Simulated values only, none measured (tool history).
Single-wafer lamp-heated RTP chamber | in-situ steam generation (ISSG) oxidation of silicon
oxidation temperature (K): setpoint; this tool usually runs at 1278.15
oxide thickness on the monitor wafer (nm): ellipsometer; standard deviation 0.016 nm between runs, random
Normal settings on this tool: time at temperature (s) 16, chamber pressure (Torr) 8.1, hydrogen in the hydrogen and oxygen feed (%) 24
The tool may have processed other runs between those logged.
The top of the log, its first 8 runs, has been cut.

| run | hour | oxidation temperature (K) | time at temperature (s) | chamber pressure (Torr) | hydrogen in the hydrogen and oxygen feed (%) | read-back reference wafer on the same gauge, thickness | oxide thickness on the monitor wafer (nm) |
|---|---|---|---|---|---|---|---|
| 9 | 534.6 | 1264.15 | 16 | 8.1 | 24 | 5.519 | 5.359 |
| 10 | 576.3 | 1278.15 | 16 | 8.1 | 24 | 5.521 | 5.667 |
| 11 | 608.4 | 1278.15 | 11 | 8.1 | 24 | 5.515 | 4.771 |
| 12 | 641.3 | 1295.15 | 16 | 8.1 | 24 | 5.514 | 6.116 |
|  | 686.8 | hydrogen flow controller replaced |
| 13 | 701.7 | 1278.15 | 16 | 8.1 | 24 | 5.519 | 5.670 |
|  | 779.3 | pyrometer window cleaned and pyrometer calibrated |
| 14 | 779.8 | 1295.15 | 16 | 8.1 | 24 | 5.520 | 5.973 |
| 15 | 916.1 | 1271.15 | 16 | 8.7 | 24 | 5.527 | 5.440 |
| 16 | 984.7 | 1278.15 | 16 | 8.1 | 24 | 5.519 | 5.633 |
| 17 | 1036.3 | 1296.15 | 16 | 8.9 | 20 | 5.517 | 5.815 |
|  | 1104.3 | gauge calibrated |
| 18 | 1105.6 | 1278.15 | 20 | 8.1 | 24 | 5.516 | 6.337 |
| 19 | 1163.1 | 1278.15 | 16 | 8.1 | 30 | 5.523 | 6.062 |
|  | 1194.8 | pyrometer window cleaned and pyrometer calibrated |
| 20 | 1214.0 | 1272.15 | 20 | 8.1 | 24 | 5.516 | 6.025 |
| 21 | 1264.7 | 1264.15 | 16 | 8.1 | 24 | 5.523 | 5.291 |
| 22 | 1319.5 | 1269.15 | 16 | 6.9 | 24 | 5.520 | 5.371 |
| 23 | 1364.7 | 1288.15 | 16 | 7.1 | 20 | 5.523 | 5.592 |
| 24 | 1412.0 | 1265.15 | 13 | 7.6 | 32 | 5.527 | 5.321 |
| 25 | 1457.3 | 1278.15 | 16 | 8.1 | 24 | 5.518 | 5.643 |
| 26 | 1510.4 | 1278.15 | 13 | 8.1 | 24 | 5.521 | 5.158 |
| 27 | 1571.7 | 1278.15 | 16 | 8.1 | 24 | 5.523 | 5.710 |
|  | 1616.2 | pyrometer window cleaned and pyrometer calibrated |
| 28 | 1616.7 | 1278.15 | 16 | 8.1 | 21 | 5.522 | 5.383 |
| 29 | 1637.2 | 1278.15 | 16 | 8.1 | 24 | 5.516 | 5.547 |
| 30 | 1697.1 | 1278.15 | 16 | 8.1 | 24 | 5.522 | 5.601 |
| 31 | 1723.7 | 1278.15 | 16 | 7.1 | 27 | 5.520 | 5.782 |
| 32 | 1755.9 | 1290.15 | 16 | 8.1 | 20 | 5.522 | 5.639 |

3 options for the next run, each taken on its own from the tool as it stands now. Forecast them:
| A | 1756.3 | 1278.15 | 16 | 9.5 | 24 | ? | ? |
| B | 1756.3 | 1285.15 | 12 | 6.9 | 24 | ? | ? |
| C | 1756.3 | 1266.15 | 10 | 8.1 | 31 | ? | ? |

| run | read-back reference wafer on the same gauge, thickness | oxide thickness on the monitor wafer (nm) |
|---|---|---|
| A | 5.528 | 5.525 |
| B | 5.528 | 5.062 |
| C | 5.528 | 4.716 |
Without the tool's hidden state the same runs would have given:
| run | oxide thickness on the monitor wafer (nm) |
|---|---|
| A | 5.412 |
| B | 4.963 |
| C | 4.641 |
